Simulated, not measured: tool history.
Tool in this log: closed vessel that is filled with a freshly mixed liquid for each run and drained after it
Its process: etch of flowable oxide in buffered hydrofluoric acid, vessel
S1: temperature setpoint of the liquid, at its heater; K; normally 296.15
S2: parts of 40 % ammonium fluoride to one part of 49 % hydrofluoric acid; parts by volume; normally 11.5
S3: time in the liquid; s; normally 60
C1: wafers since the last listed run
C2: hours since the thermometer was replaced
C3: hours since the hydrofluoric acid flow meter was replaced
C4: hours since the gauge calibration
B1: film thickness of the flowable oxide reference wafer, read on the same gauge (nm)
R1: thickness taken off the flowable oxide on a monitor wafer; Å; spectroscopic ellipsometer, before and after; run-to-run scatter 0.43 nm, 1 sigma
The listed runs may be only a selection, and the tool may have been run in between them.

run 1 hour=0 | S1=296.15 S2=13 S3=60 | C1=0 C2=2276.1 C3=1318.7 C4=860.1 | B1=120 | R1=960.4
run 2 hour=17.7 | S1=294.15 S2=10 S3=60 | C1=1308 C2=2293.8 C3=1336.4 C4=877.8 | B1=119.99 | R1=1109.8
-- hour=42.6 gauge calibrated
run 3 hour=51.7 | S1=294.15 S2=10 S3=60 | C1=2512 C2=2327.8 C3=1370.4 C4=9.1 | B1=120.01 | R1=1111.9
run 4 hour=64.3 | S1=296.15 S2=11.5 S3=60 | C1=931 C2=2340.4 C3=1383 C4=21.7 | B1=120.02 | R1=1081.4
run 5 hour=83.4 | S1=293.15 S2=11.5 S3=75 | C1=1411 C2=2359.5 C3=1402.1 C4=40.8 | B1=120.04 | R1=1142.2
run 6 hour=115.7 | S1=293.15 S2=11.5 S3=75 | C1=2387 C2=2391.8 C3=1434.4 C4=73.1 | B1=119.98 | R1=1144
run 7 hour=130.7 | S1=296.15 S2=11.5 S3=60 | C1=1108 C2=2406.8 C3=1449.4 C4=88.1 | B1=119.98 | R1=1076.6
run 8 hour=165.4 | S1=294.15 S2=11.5 S3=60 | C1=2564 C2=2441.5 C3=1484.1 C4=122.8 | B1=120.01 | R1=967.7
run 9 hour=190.9 | S1=296.15 S2=11.5 S3=60 | C1=1884 C2=2467 C3=1509.6 C4=148.3 | B1=120.01 | R1=1081.2
run 10 hour=205.4 | S1=296.15 S2=11.5 S3=80 | C1=1071 C2=2481.5 C3=1524.1 C4=162.8 | B1=120.03 | R1=1433.1
run 11 hour=221.7 | S1=299.65 S2=8.5 S3=80 | C1=1204 C2=2497.8 C3=1540.4 C4=179.1 | B1=120 | R1=2269.7
run 12 hour=247.7 | S1=300.15 S2=11.5 S3=80 | C1=1921 C2=2523.8 C3=1566.4 C4=205.1 | B1=120.02 | R1=1789.9
run 13 hour=273.3 | S1=296.15 S2=15 S3=60 | C1=1891 C2=2549.4 C3=1592 C4=230.7 | B1=119.98 | R1=829.7
run 14 hour=289.2 | S1=296.15 S2=11.5 S3=60 | C1=1175 C2=2565.3 C3=1607.9 C4=246.6 | B1=119.96 | R1=1076.2
-- hour=303 thermometer replaced
run 15 hour=307.8 | S1=296.15 S2=11.5 S3=60 | C1=1300 C2=4.8 C3=1626.5 C4=265.2 | B1=119.98 | R1=1166
run 16 hour=323.3 | S1=299.15 S2=11.5 S3=75 | C1=1145 C2=20.3 C3=1642 C4=280.7 | B1=120 | R1=1716.8
run 17 hour=357.2 | S1=296.15 S2=11.5 S3=60 | C1=2505 C2=54.2 C3=1675.9 C4=314.6 | B1=119.98 | R1=1164.6
run 18 hour=386.1 | S1=296.15 S2=11.5 S3=60 | C1=2135 C2=83.1 C3=1704.8 C4=343.5 | B1=119.98 | R1=1166.1
run 19 hour=409.7 | S1=299.65 S2=11.5 S3=75 | C1=1744 C2=106.7 C3=1728.4 C4=367.1 | B1=120.01 | R1=1776.6
run 20 hour=433.7 | S1=296.15 S2=16 S3=35 | C1=1773 C2=130.7 C3=1752.4 C4=391.1 | B1=120.02 | R1=491.2
run 21 hour=461.8 | S1=298.15 S2=11.5 S3=60 | C1=2076 C2=158.8 C3=1780.5 C4=419.2 | B1=120 | R1=1300.9
run 22 hour=493.1 | S1=296.15 S2=13 S3=60 | C1=2313 C2=190.1 C3=1811.8 C4=450.5 | B1=119.99 | R1=1032.3
-- hour=497.9 hydrofluoric acid flow meter replaced
run 23 hour=517.9 | S1=299.15 S2=9 S3=40 | C1=1758 C2=214.9 C3=20 C4=475.3 | B1=119.97 | R1=1126.4
run 24 hour=539.4 | S1=296.15 S2=11.5 S3=30 | C1=1588 C2=236.4 C3=41.5 C4=496.8 | B1=120 | R1=584
run 25 hour=562.6 | S1=296.15 S2=11.5 S3=60 | C1=1714 C2=259.6 C3=64.7 C4=520 | B1=119.99 | R1=1166.2
run 26 hour=590.9 | S1=291.65 S2=11.5 S3=40 | C1=2091 C2=287.9 C3=93 C4=548.3 | B1=119.99 | R1=602.1
run 27 hour=619.9 | S1=296.15 S2=11.5 S3=70 | C1=2143 C2=316.9 C3=122 C4=577.3 | B1=119.99 | R1=1357.4
run 28 hour=644.5 | S1=296.15 S2=11.5 S3=60 | C1=1818 C2=341.5 C3=146.6 C4=601.9 | B1=120 | R1=1162
run 29 hour=665.7 | S1=296.15 S2=11.5 S3=45 | C1=1566 C2=362.7 C3=167.8 C4=623.1 | B1=119.99 | R1=871.2
run 30 hour=683.5 | S1=298.15 S2=13.5 S3=90 | C1=1315 C2=380.5 C3=185.6 C4=640.9 | B1=120.01 | R1=1651.2
run 31 hour=708.6 | S1=301.15 S2=10.5 S3=85 | C1=1855 C2=405.6 C3=210.7 C4=666 | B1=120.04 | R1=2358.9
run 32 hour=731.6 | S1=294.65 S2=7.5 S3=60 | C1=1699 C2=428.6 C3=233.7 C4=689 | B1=119.99 | R1=1583.7

5 options for the next run, each taken on its own from the tool as it stands now. Forecast them:
run A hour=732.3 | S1=296.15 S2=9.5 S3=60 | C1=51 C2=429.3 C3=234.4 C4=689.7 | B1=? | R1=?
run B hour=732.3 | S1=299.15 S2=8.5 S3=50 | C1=51 C2=429.3 C3=234.4 C4=689.7 | B1=? | R1=?
run C hour=732.3 | S1=291.65 S2=8 S3=50 | C1=51 C2=429.3 C3=234.4 C4=689.7 | B1=? | R1=?
run D hour=732.3 | S1=299.15 S2=12.5 S3=70 | C1=51 C2=429.3 C3=234.4 C4=689.7 | B1=? | R1=?
run E hour=732.3 | S1=294.15 S2=11.5 S3=70 | C1=51 C2=429.3 C3=234.4 C4=689.7 | B1=? | R1=?

run=A B1=119.99 R1=1372.2
run=B B1=119.99 R1=1481.8
run=C B1=119.99 R1=1046
run=D B1=119.99 R1=1468.1
run=E B1=119.99 R1=1210.8
Had the tool no hidden state, the same runs would have come out as:
run=A R1=1389.6
run=B R1=1500.3
run=C R1=1059.7
run=D R1=1486.4
run=E R1=1226.5
